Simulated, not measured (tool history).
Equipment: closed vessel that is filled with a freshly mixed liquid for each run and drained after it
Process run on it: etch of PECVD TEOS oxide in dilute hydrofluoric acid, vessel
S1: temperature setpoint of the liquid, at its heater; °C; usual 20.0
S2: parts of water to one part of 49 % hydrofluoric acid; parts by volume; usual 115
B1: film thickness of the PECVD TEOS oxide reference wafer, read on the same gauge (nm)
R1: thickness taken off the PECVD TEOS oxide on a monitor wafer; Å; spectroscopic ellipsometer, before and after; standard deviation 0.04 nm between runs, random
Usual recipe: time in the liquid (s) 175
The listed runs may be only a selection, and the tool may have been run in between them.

{"run": 1, "hour": 0.0, "S1": 20.0, "S2": 115, "time in the liquid (s)": 175, "B1": 120.01, "R1": 120.7}
{"run": 2, "hour": 21.9, "S1": 20.0, "S2": 115, "time in the liquid (s)": 175, "B1": 119.98, "R1": 120.4}
{"run": 3, "hour": 35.2, "S1": 20.0, "S2": 115, "time in the liquid (s)": 175, "B1": 120.02, "R1": 121.5}
{"run": 4, "hour": 58.3, "S1": 20.0, "S2": 115, "time in the liquid (s)": 175, "B1": 120.01, "R1": 122.0}
{"run": 5, "hour": 76.4, "S1": 20.0, "S2": 115, "time in the liquid (s)": 175, "B1": 120.01, "R1": 121.2}
{"run": 6, "hour": 90.0, "S1": 20.0, "S2": 115, "time in the liquid (s)": 175, "B1": 120.02, "R1": 121.2}
{"run": 7, "hour": 106.2, "S1": 20.0, "S2": 115, "time in the liquid (s)": 175, "B1": 119.99, "R1": 121.3}
{"hour": 107.3, "done": "hydrofluoric acid flow meter replaced"}
{"hour": 130.2, "done": "gauge calibrated"}
{"run": 8, "hour": 139.9, "S1": 17.0, "S2": 115, "time in the liquid (s)": 230, "B1": 120.0, "R1": 124.1}
{"hour": 145.8, "done": "thermometer replaced"}
{"run": 9, "hour": 161.0, "S1": 20.0, "S2": 115, "time in the liquid (s)": 175, "B1": 119.99, "R1": 107.3}
{"run": 10, "hour": 173.9, "S1": 23.5, "S2": 150, "time in the liquid (s)": 175, "B1": 120.0, "R1": 90.7}
{"run": 11, "hour": 194.1, "S1": 21.5, "S2": 70, "time in the liquid (s)": 215, "B1": 120.0, "R1": 241.7}
{"run": 12, "hour": 219.4, "S1": 23.0, "S2": 115, "time in the liquid (s)": 175, "B1": 120.0, "R1": 121.9}

What will run 13 give?
{"run": 13, "hour": 235.7, "S1": 20.0, "S2": 150, "time in the liquid (s)": 175, "B1": "?", "R1": "?"}

B1: 119.99
R1: 79.6 Å
Were there no unlogged condition in the tool, this run, its random variation unchanged, would have produced R1 78.7 Å.
